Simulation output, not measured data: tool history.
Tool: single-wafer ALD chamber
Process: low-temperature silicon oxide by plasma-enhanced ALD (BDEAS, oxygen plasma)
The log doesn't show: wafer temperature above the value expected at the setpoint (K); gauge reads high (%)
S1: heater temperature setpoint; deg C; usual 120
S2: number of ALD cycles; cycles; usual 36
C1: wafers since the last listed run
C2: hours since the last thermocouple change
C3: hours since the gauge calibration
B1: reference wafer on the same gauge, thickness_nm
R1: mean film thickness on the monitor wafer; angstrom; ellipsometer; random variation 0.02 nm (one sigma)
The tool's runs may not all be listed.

run,day,S1,S2,C1,C2,C3,B1,R1
1,0.000,120,38,0,1021.7,233.4,4.686,45.78
2,1.367,120,38,330,1054.5,266.2,4.687,46.28
3,7.738,120,36,1542,1207.4,419.1,4.689,43.57
4,9.446,120,36,413,1248.4,460.1,4.687,43.82
5,12.258,120,36,681,1315.9,527.6,4.689,43.91
6,14.442,111,41,528,1368.3,580.0,4.691,50.66
7,17.458,111,41,730,1440.7,652.4,4.693,51.23
# day 20.217: gauge calibrated
8,20.408,111,41,714,1511.5,4.6,4.694,50.69
9,22.550,107,33,518,1562.9,56.0,4.685,41.01
10,25.329,120,36,673,1629.6,122.7,4.682,44.03
11,28.262,129,43,710,1700.0,193.1,4.694,51.44
12,30.588,126,31,563,1755.8,248.9,4.683,37.38
# day 31.829: thermocouple changed; heater temperature recalibrated
13,32.967,120,36,495,27.3,306.0,4.698,44.01
14,34.658,135,36,409,67.9,346.6,4.689,42.50
15,36.442,114,40,431,110.7,389.4,4.692,49.35
16,38.871,115,40,588,169.0,447.7,4.692,49.27
17,40.983,131,36,511,219.7,498.4,4.689,42.83

Hidden state at the last listed run before each entry between runs and at the first one after, where it differs:
Between runs 7 and 8: gauge calibrated (day 20.217)
  no hidden state differs between the two runs
Between runs 12 and 13: thermocouple changed; heater temperature recalibrated (day 31.829)
  no hidden state differs between the two runs
